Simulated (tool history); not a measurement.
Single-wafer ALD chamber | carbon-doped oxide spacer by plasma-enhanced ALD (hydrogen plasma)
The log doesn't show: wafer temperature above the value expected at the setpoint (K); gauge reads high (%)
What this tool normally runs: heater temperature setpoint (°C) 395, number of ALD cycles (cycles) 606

run	hour	heater temperature setpoint (°C)	number of ALD cycles (cycles)	wafers since the last listed run	hours since the last thermocouple change	hours since the gauge calibration	read-back reference wafer on the same gauge, thickness_nm	mean film thickness on the monitor wafer (angstrom)
1	0.0	395	606	0	2549.6	143.1	32.794	288.48
2	64.4	395	606	44	2614.0	207.5	32.812	289.25
3	129.4	395	606	45	2679.0	272.5	32.813	290.13
4	155.2	395	606	17	2704.8	298.3	32.805	287.66
5	201.1	395	606	31	2750.7	344.2	32.790	290.00
6	247.7	395	606	32	2797.3	390.8	32.807	289.04
7	273.6	395	564	17	2823.2	416.7	32.803	268.95
8	341.9	395	564	47	2891.5	485.0	32.811	270.45
9	400.6	395	564	40	2950.2	543.7	32.801	268.33
# hour 416.0: thermocouple changed; heater temperature recalibrated
# hour 417.9: gauge calibrated
10	603.1	395	606	134	187.1	185.2	32.807	288.94
11	639.6	384	724	25	223.6	221.7	32.789	345.29
12	663.7	395	653	16	247.7	245.8	32.819	313.04
13	692.9	408	540	20	276.9	275.0	32.785	250.53
14	720.5	395	606	19	304.5	302.6	32.802	288.88
15	779.2	395	606	40	363.2	361.3	32.807	288.89
16	837.6	383	565	40	421.6	419.7	32.806	270.64
17	904.3	382	568	46	488.3	486.4	32.816	270.59
18	965.0	383	500	42	549.0	547.1	32.797	238.15
19	1010.7	409	684	31	594.7	592.8	32.802	315.65
20	1040.3	389	706	20	624.3	622.4	32.819	337.19
21	1069.0	395	528	19	653.0	651.1	32.813	250.97

Each row is a separate what-if for the run after 21, all from the same tool condition, not one after another. Results?
A	1070.3	395	606	0	654.3	652.4	?	?
B	1070.3	387	508	0	654.3	652.4	?	?
C	1070.3	405	717	0	654.3	652.4	?	?
D	1070.3	384	651	0	654.3	652.4	?	?
E	1070.3	385	540	0	654.3	652.4	?	?

run	read-back reference wafer on the same gauge, thickness_nm	mean film thickness on the monitor wafer (angstrom)
A	32.798	288.62
B	32.798	241.94
C	32.798	334.92
D	32.798	310.05
E	32.798	257.18
What these runs would have given with no unlogged condition in the tool:
run	mean film thickness on the monitor wafer (angstrom)
A	288.62
B	241.94
C	334.92
D	310.05
E	257.18

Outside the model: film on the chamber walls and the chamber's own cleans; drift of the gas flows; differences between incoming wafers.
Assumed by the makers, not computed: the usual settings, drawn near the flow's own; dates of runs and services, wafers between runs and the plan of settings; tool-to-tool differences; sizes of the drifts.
